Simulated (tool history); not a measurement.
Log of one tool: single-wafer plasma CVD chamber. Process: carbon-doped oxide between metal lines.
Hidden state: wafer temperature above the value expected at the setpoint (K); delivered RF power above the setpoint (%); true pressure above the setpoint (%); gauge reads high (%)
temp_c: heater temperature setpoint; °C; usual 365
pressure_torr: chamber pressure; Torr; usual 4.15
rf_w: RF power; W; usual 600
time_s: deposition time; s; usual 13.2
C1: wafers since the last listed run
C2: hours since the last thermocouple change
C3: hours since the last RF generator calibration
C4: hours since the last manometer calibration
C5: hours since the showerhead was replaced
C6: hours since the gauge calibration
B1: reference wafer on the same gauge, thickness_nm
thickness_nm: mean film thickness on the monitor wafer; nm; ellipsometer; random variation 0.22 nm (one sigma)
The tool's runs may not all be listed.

{"run": 1, "hour": 0.0, "temp_c": 365, "pressure_torr": 4.15, "rf_w": 670, "time_s": 13.2, "C1": 0, "C2": 1032.4, "C3": 2113.8, "C4": 1188, "C5": 6290.2, "C6": 742, "B1": 54.704, "thickness_nm": 68.315}
{"run": 2, "hour": 25.6, "temp_c": 365, "pressure_torr": 4.15, "rf_w": 670, "time_s": 13.2, "C1": 998, "C2": 1058, "C3": 2139.4, "C4": 1213.6, "C5": 6315.8, "C6": 767.6, "B1": 54.672, "thickness_nm": 68.297}
{"run": 3, "hour": 42.5, "temp_c": 365, "pressure_torr": 4.15, "rf_w": 670, "time_s": 13.2, "C1": 659, "C2": 1074.9, "C3": 2156.3, "C4": 1230.5, "C5": 6332.7, "C6": 784.5, "B1": 54.719, "thickness_nm": 68.024}
{"run": 4, "hour": 75.1, "temp_c": 365, "pressure_torr": 4.15, "rf_w": 600, "time_s": 13.2, "C1": 1271, "C2": 1107.5, "C3": 2188.9, "C4": 1263.1, "C5": 6365.3, "C6": 817.1, "B1": 54.728, "thickness_nm": 64.275}
{"run": 5, "hour": 92.5, "temp_c": 357, "pressure_torr": 4.15, "rf_w": 600, "time_s": 13.8, "C1": 678, "C2": 1124.9, "C3": 2206.3, "C4": 1280.5, "C5": 6382.7, "C6": 834.5, "B1": 54.712, "thickness_nm": 68.383}
{"run": 6, "hour": 117.9, "temp_c": 357, "pressure_torr": 4.15, "rf_w": 600, "time_s": 13.8, "C1": 990, "C2": 1150.3, "C3": 2231.7, "C4": 1305.9, "C5": 6408.1, "C6": 859.9, "B1": 54.693, "thickness_nm": 68.758}
{"hour": 121.7, "done": "gauge calibrated"}
{"run": 7, "hour": 142.3, "temp_c": 357, "pressure_torr": 4.15, "rf_w": 600, "time_s": 13.8, "C1": 951, "C2": 1174.7, "C3": 2256.1, "C4": 1330.3, "C5": 6432.5, "C6": 20.6, "B1": 54.684, "thickness_nm": 68.513}
{"run": 8, "hour": 163.7, "temp_c": 365, "pressure_torr": 4.15, "rf_w": 600, "time_s": 13.2, "C1": 834, "C2": 1196.1, "C3": 2277.5, "C4": 1351.7, "C5": 6453.9, "C6": 42, "B1": 54.706, "thickness_nm": 63.711}
{"run": 9, "hour": 181.2, "temp_c": 365, "pressure_torr": 4.15, "rf_w": 600, "time_s": 11.2, "C1": 682, "C2": 1213.6, "C3": 2295, "C4": 1369.2, "C5": 6471.4, "C6": 59.5, "B1": 54.697, "thickness_nm": 54.237}
{"run": 10, "hour": 200.3, "temp_c": 365, "pressure_torr": 4.15, "rf_w": 600, "time_s": 11.2, "C1": 744, "C2": 1232.7, "C3": 2314.1, "C4": 1388.3, "C5": 6490.5, "C6": 78.6, "B1": 54.67, "thickness_nm": 54.185}
{"run": 11, "hour": 227.7, "temp_c": 365, "pressure_torr": 4.15, "rf_w": 600, "time_s": 13.2, "C1": 1068, "C2": 1260.1, "C3": 2341.5, "C4": 1415.7, "C5": 6517.9, "C6": 106, "B1": 54.682, "thickness_nm": 63.889}
{"run": 12, "hour": 259.0, "temp_c": 374, "pressure_torr": 4.15, "rf_w": 600, "time_s": 13.2, "C1": 1220, "C2": 1291.4, "C3": 2372.8, "C4": 1447, "C5": 6549.2, "C6": 137.3, "B1": 54.723, "thickness_nm": 62.409}
{"hour": 279.1, "done": "thermocouple changed; heater temperature recalibrated"}
{"run": 13, "hour": 292.6, "temp_c": 370, "pressure_torr": 4.49, "rf_w": 600, "time_s": 13.2, "C1": 998, "C2": 13.5, "C3": 2406.4, "C4": 1480.6, "C5": 6582.8, "C6": 170.9, "B1": 54.655, "thickness_nm": 63.504}
{"run": 14, "hour": 306.9, "temp_c": 361, "pressure_torr": 4.15, "rf_w": 670, "time_s": 13.2, "C1": 557, "C2": 27.8, "C3": 2420.7, "C4": 1494.9, "C5": 6597.1, "C6": 185.2, "B1": 54.735, "thickness_nm": 68.906}
{"hour": 321.1, "done": "RF generator calibrated"}
{"run": 15, "hour": 347.9, "temp_c": 365, "pressure_torr": 4.15, "rf_w": 655, "time_s": 13.2, "C1": 1286, "C2": 68.8, "C3": 26.8, "C4": 1535.9, "C5": 6638.1, "C6": 226.2, "B1": 54.748, "thickness_nm": 69.656}
{"hour": 356.9, "done": "capacitance manometer re-zeroed and calibrated"}
{"run": 16, "hour": 367.4, "temp_c": 365, "pressure_torr": 4.15, "rf_w": 600, "time_s": 13.2, "C1": 448, "C2": 88.3, "C3": 46.3, "C4": 10.5, "C5": 6657.6, "C6": 245.7, "B1": 54.663, "thickness_nm": 66.29}
{"run": 17, "hour": 400.3, "temp_c": 365, "pressure_torr": 3.46, "rf_w": 600, "time_s": 13.2, "C1": 1283, "C2": 121.2, "C3": 79.2, "C4": 43.4, "C5": 6690.5, "C6": 278.6, "B1": 54.636, "thickness_nm": 65.056}
{"hour": 428.0, "done": "showerhead replaced"}
{"run": 18, "hour": 428.5, "temp_c": 365, "pressure_torr": 4.15, "rf_w": 520, "time_s": 11.9, "C1": 787, "C2": 149.4, "C3": 107.4, "C4": 71.6, "C5": 0.5, "C6": 306.8, "B1": 54.705, "thickness_nm": 55.04}
{"run": 19, "hour": 451.7, "temp_c": 359, "pressure_torr": 4.15, "rf_w": 490, "time_s": 13.2, "C1": 904, "C2": 172.6, "C3": 130.6, "C4": 94.8, "C5": 23.7, "C6": 330, "B1": 54.714, "thickness_nm": 60.042}
{"run": 20, "hour": 482.5, "temp_c": 353, "pressure_torr": 4.15, "rf_w": 660, "time_s": 15.8, "C1": 1201, "C2": 203.4, "C3": 161.4, "C4": 125.6, "C5": 54.5, "C6": 360.8, "B1": 54.721, "thickness_nm": 86.1}
{"run": 21, "hour": 495.9, "temp_c": 373, "pressure_torr": 4.15, "rf_w": 635, "time_s": 15.5, "C1": 522, "C2": 216.8, "C3": 174.8, "C4": 139, "C5": 67.9, "C6": 374.2, "B1": 54.676, "thickness_nm": 78.468}
{"run": 22, "hour": 515.4, "temp_c": 365, "pressure_torr": 4.15, "rf_w": 515, "time_s": 15.7, "C1": 760, "C2": 236.3, "C3": 194.3, "C4": 158.5, "C5": 87.4, "C6": 393.7, "B1": 54.75, "thickness_nm": 72.162}
{"run": 23, "hour": 541.3, "temp_c": 359, "pressure_torr": 4.15, "rf_w": 490, "time_s": 13.2, "C1": 1010, "C2": 262.2, "C3": 220.2, "C4": 184.4, "C5": 113.3, "C6": 419.6, "B1": 54.669, "thickness_nm": 59.716}
{"run": 24, "hour": 570.9, "temp_c": 359, "pressure_torr": 4.15, "rf_w": 490, "time_s": 13.2, "C1": 1154, "C2": 291.8, "C3": 249.8, "C4": 214, "C5": 142.9, "C6": 449.2, "B1": 54.683, "thickness_nm": 60.206}
{"run": 25, "hour": 587.7, "temp_c": 365, "pressure_torr": 4.15, "rf_w": 600, "time_s": 13.2, "C1": 655, "C2": 308.6, "C3": 266.6, "C4": 230.8, "C5": 159.7, "C6": 466, "B1": 54.744, "thickness_nm": 65.91}
{"run": 26, "hour": 614.7, "temp_c": 365, "pressure_torr": 4.15, "rf_w": 570, "time_s": 13.2, "C1": 1052, "C2": 335.6, "C3": 293.6, "C4": 257.8, "C5": 186.7, "C6": 493, "B1": 54.718, "thickness_nm": 64.625}
{"run": 27, "hour": 629.9, "temp_c": 365, "pressure_torr": 4.76, "rf_w": 600, "time_s": 13.2, "C1": 592, "C2": 350.8, "C3": 308.8, "C4": 273, "C5": 201.9, "C6": 508.2, "B1": 54.721, "thickness_nm": 66.992}
{"run": 28, "hour": 651.7, "temp_c": 365, "pressure_torr": 4.15, "rf_w": 655, "time_s": 13.2, "C1": 850, "C2": 372.6, "C3": 330.6, "C4": 294.8, "C5": 223.7, "C6": 530, "B1": 54.697, "thickness_nm": 69.594}
{"run": 29, "hour": 684.5, "temp_c": 365, "pressure_torr": 4.15, "rf_w": 600, "time_s": 13.2, "C1": 1279, "C2": 405.4, "C3": 363.4, "C4": 327.6, "C5": 256.5, "C6": 562.8, "B1": 54.694, "thickness_nm": 65.915}
{"run": 30, "hour": 699.8, "temp_c": 365, "pressure_torr": 4.15, "rf_w": 600, "time_s": 14, "C1": 596, "C2": 420.7, "C3": 378.7, "C4": 342.9, "C5": 271.8, "C6": 578.1, "B1": 54.704, "thickness_nm": 70.234}

3 ways to go on from here, each from the tool as it stands after run 30. What would each give?
{"run": "A", "hour": 700.2, "temp_c": 365, "pressure_torr": 4.15, "rf_w": 600, "time_s": 13.2, "C1": 15, "C2": 421.1, "C3": 379.1, "C4": 343.3, "C5": 272.2, "C6": 578.5, "B1": "?", "thickness_nm": "?"}
{"run": "B", "hour": 700.2, "temp_c": 372, "pressure_torr": 4.15, "rf_w": 600, "time_s": 13.2, "C1": 15, "C2": 421.1, "C3": 379.1, "C4": 343.3, "C5": 272.2, "C6": 578.5, "B1": "?", "thickness_nm": "?"}
{"run": "C", "hour": 700.2, "temp_c": 354, "pressure_torr": 4.15, "rf_w": 600, "time_s": 13.2, "C1": 15, "C2": 421.1, "C3": 379.1, "C4": 343.3, "C5": 272.2, "C6": 578.5, "B1": "?", "thickness_nm": "?"}

run=A B1=54.719 thickness_nm=65.832
run=B B1=54.719 thickness_nm=64.617
run=C B1=54.719 thickness_nm=68.006
Without the tool's hidden state the same runs would have given:
run=A thickness_nm=66.585
run=B thickness_nm=65.355
run=C thickness_nm=68.784

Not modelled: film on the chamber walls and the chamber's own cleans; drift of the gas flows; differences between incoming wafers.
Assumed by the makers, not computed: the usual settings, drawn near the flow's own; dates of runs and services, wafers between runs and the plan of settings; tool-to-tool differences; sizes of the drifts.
